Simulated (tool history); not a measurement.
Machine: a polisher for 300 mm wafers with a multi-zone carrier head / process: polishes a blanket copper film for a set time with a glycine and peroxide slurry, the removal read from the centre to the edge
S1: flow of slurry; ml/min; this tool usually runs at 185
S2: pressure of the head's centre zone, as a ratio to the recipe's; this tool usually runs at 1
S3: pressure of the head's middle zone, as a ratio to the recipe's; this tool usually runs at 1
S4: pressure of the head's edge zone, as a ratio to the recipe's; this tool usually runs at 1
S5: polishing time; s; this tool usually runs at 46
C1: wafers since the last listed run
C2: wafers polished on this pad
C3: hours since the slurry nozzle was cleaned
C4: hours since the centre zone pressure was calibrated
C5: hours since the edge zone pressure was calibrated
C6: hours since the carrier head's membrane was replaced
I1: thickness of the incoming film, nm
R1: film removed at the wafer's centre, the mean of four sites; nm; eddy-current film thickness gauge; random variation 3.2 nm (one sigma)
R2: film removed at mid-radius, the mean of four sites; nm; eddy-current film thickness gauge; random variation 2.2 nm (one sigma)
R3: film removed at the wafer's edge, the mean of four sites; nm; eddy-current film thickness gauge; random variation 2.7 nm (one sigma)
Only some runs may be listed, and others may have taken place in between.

run   hour   S1    S2    S3    S4  S5   C1   C2     C3     C4      C5      C6      I1     R1     R2     R3
  1      0  185     1  1.07     1  46    0  166  480.4  548.3  1144.3  1427.6  2260.8  212.1  220.7  203.3
  2   31.1  185     1  1.07     1  46  327  494  511.5  579.4  1175.4  1458.7  2240.5  201.2  207.9  195.1
      37.7  -- edge zone pressure recalibrated
  3   42.5  185     1     1     1  46   98  593  522.9  590.8     4.8  1470.1  2216.3  192.1  191.5  191.7
      53.2  -- worn pad replaced by a new one
  4   53.7  185     1     1     1  46   75    5  534.1    602      16  1481.3  2236.5  220.9  215.2  212.7
  5   67.8  185     1  1.08     1  57  148  154  548.2  616.1    30.1  1495.4  2179.2  262.5  277.9  257.4
      79.2  -- slurry nozzle cleaned
  6   79.7  185     1  1.08     1  57  114  268    0.5    628      42  1507.3  2177.8  262.4  275.8  252.4
  7   89.4  185     1     1  1.11  38  102  371   10.2  637.7    51.7    1517  2244.1  171.2  172.6  174.4
  8   97.9  215  0.95  1.07   0.9  46   89  460   18.7  646.2    60.2  1525.5  2221.8  199.5  222.2  192.1
     108.9  -- centre zone pressure recalibrated
  9  115.1  215     1  1.08     1  38  160  620   35.9    6.2    77.4  1542.7  2188.2  168.5  177.5  163.3
     134.7  -- worn pad replaced by a new one
 10  135.2  185  0.95  0.94  1.11  51  169    5     56   26.3    97.5  1562.8  2266.3  230.4  225.3  252.3
 11  146.3  185     1     1     1  46  116  122   67.1   37.4   108.6  1573.9  2236.2  207.5  208.2  204.4
     154.6  -- carrier head's membrane replaced by a new one
 12  155.1  185     1     1     1  58   40  162   75.9   46.2   117.4     0.5  2254.6  262.3  258.2  259.6
 13  162.6  185     1     1     1  46   78  241   83.4   53.7   124.9       8  2231.6    205  201.7  208.2
 14  174.2  185     1  1.06     1  46  122  363     95   65.3   136.5    19.6  2213.6  200.8  205.2  193.2
 15    184  185     1     1     1  46  103  466  104.8   75.1   146.3    29.4  2226.3  201.2    194  198.5
 16  197.6  125  0.93     1     1  37  143  610  118.4   88.7   159.9      43  2228.9    130  140.9  140.9
 17  210.3  185     1     1  1.04  32  133  743  131.1  101.4   172.6    55.7  2264.5  130.4  130.8  133.7
     215.4  -- worn pad replaced by a new one
 18  217.5  225     1     1  1.06  53   33   21  138.3  108.6   179.8    62.9  2248.1  253.7  249.9  260.1
 19  225.5  150     1  0.93   0.9  32   84  106  146.3  116.6   187.8    70.9  2221.4  138.5  132.5  134.4
 20  239.5  185     1  0.95     1  46  147  253  160.3  130.6   201.8    84.9  2248.7  208.4  196.1  205.5
 21  248.3  185     1     1     1  46   92  346  169.1  139.4   210.6    93.7    2197    209  203.6  203.3

Expected results for the next run?
 22  255.7  185  1.07   1   1  39  77  423  176.5  146.8  218  101.1  2214.5   ?   ?   ?

R1: 178 nm
R2: 170 nm
R3: 167.7 nm
Take away the tool's hidden state, keep the run-to-run variation as it was, and the same run would have given R1 190.9 nm, R2 182.3 nm, R3 179.9 nm.

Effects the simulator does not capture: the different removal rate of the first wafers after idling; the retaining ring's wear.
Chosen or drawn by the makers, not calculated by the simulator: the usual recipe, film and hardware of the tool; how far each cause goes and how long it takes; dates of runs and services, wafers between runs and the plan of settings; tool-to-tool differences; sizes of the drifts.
